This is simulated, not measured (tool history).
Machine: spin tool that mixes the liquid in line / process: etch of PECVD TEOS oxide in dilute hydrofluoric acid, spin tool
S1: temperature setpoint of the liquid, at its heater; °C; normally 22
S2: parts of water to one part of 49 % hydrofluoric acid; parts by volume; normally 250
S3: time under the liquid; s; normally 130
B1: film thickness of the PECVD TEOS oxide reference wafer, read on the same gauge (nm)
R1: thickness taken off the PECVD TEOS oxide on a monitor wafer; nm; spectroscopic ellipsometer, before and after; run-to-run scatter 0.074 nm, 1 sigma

run 1 hour=0 | S1=22 S2=315 S3=130 | B1=29.98 | R1=8.39
run 2 hour=89.6 | S1=22 S2=315 S3=130 | B1=29.99 | R1=8.33
run 3 hour=171.4 | S1=22 S2=250 S3=75 | B1=30 | R1=6.51
run 4 hour=208.5 | S1=22 S2=250 S3=75 | B1=30 | R1=6.47
-- hour=296.5 gauge calibrated
run 5 hour=308.2 | S1=22 S2=250 S3=75 | B1=30.05 | R1=6.58
run 6 hour=388.2 | S1=22 S2=250 S3=130 | B1=29.99 | R1=11.32
-- hour=410.1 hydrofluoric acid flow meter replaced
run 7 hour=468.4 | S1=22 S2=250 S3=130 | B1=29.98 | R1=11.34
run 8 hour=568 | S1=22 S2=250 S3=130 | B1=30 | R1=11.23
run 9 hour=624.7 | S1=23.5 S2=250 S3=175 | B1=30 | R1=16.33
run 10 hour=669.6 | S1=23.5 S2=250 S3=175 | B1=29.98 | R1=16.31
run 11 hour=720.4 | S1=22 S2=250 S3=130 | B1=29.99 | R1=11.41
-- hour=734.5 thermometer replaced
run 12 hour=766.3 | S1=26.5 S2=285 S3=65 | B1=29.97 | R1=5.21
run 13 hour=846.2 | S1=22 S2=250 S3=130 | B1=30 | R1=10.53
run 14 hour=947.2 | S1=24 S2=250 S3=105 | B1=30.01 | R1=9.17
run 15 hour=1012.8 | S1=22 S2=130 S3=130 | B1=29.97 | R1=22.82
-- hour=1016.9 hydrofluoric acid flow meter replaced
-- hour=1073.5 gauge calibrated
run 16 hour=1109.4 | S1=22 S2=250 S3=130 | B1=30.02 | R1=10.58
run 17 hour=1151.9 | S1=26 S2=195 S3=175 | B1=29.96 | R1=22.24
run 18 hour=1194.5 | S1=25 S2=175 S3=60 | B1=29.97 | R1=8.45

Run 19 is up next; what results do you expect?
run 19 hour=1264.3 | S1=22 S2=315 S3=190 | B1=? | R1=?

Logged for run 19: B1 30.03, R1 11.52 nm.
If the tool had no hidden condition, the same run with the same run-to-run variation would have returned R1 11.23 nm.

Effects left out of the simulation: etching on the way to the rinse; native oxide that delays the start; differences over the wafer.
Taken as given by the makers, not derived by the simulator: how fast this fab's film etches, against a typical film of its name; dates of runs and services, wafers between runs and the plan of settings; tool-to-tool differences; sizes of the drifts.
